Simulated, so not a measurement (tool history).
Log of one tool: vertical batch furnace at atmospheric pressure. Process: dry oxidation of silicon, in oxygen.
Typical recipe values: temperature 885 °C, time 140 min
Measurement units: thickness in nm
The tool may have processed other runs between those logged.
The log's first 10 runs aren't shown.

run,day,temperature,time,wafers since the last listed run,hours since the last temperature calibration,hours since the boat lift was adjusted,hours since the gauge calibration,"read-back reference wafer on the same gauge, thickness",thickness
11,8.296,885,140,120,3962.7,2605.9,232.4,27.6,26.28
12,9.308,885,140,330,3987,2630.2,256.7,27.59,26.31
13,10.212,885,140,294,4008.7,2651.9,278.4,27.59,26.21
14,11.217,875,191.5,327,4032.8,2676,302.5,27.6,28.83
15,12.004,885,178.5,256,4051.7,2694.9,321.4,27.6,30.59
16,12.621,885,177.5,201,4066.5,2709.7,336.2,27.6,30.33
17,13.425,907,165,262,4085.8,2729,355.5,27.6,36.33
18,14.029,869,178.5,197,4100.3,2743.5,370,27.61,25.96
19,14.454,874,199,138,4110.5,2753.7,380.2,27.6,29.28
20,14.996,885,140,176,4123.5,2766.7,393.2,27.61,26.22
# day 16.012: thermocouples replaced and temperature profile calibrated
21,16.033,900,140,12,0.5,2791.6,418.1,27.6,30.46
# day 16.296: gauge calibrated
22,16.362,907,91.5,107,8.4,2799.5,1.6,27.59,24.95
23,17.475,908,174.5,362,35.1,2826.2,28.3,27.6,38.16
# day 18.817: boat lift adjusted
24,18.838,907,91.5,118,67.8,0.5,61,27.61,25.92
25,19.083,908,72,80,73.7,6.4,66.9,27.6,22.61
26,19.333,861,163.5,81,79.7,12.4,72.9,27.59,23.68

Run 27 has not been measured yet. What should we expect?
27,19.871,909,116.5,175,92.6,25.3,85.8,?,?

read-back reference wafer on the same gauge, thickness: 27.59
thickness: 30.7 nm
Take away the tool's hidden state, keep the run-to-run variation as it was, and the same run would have given thickness 30.81 nm.
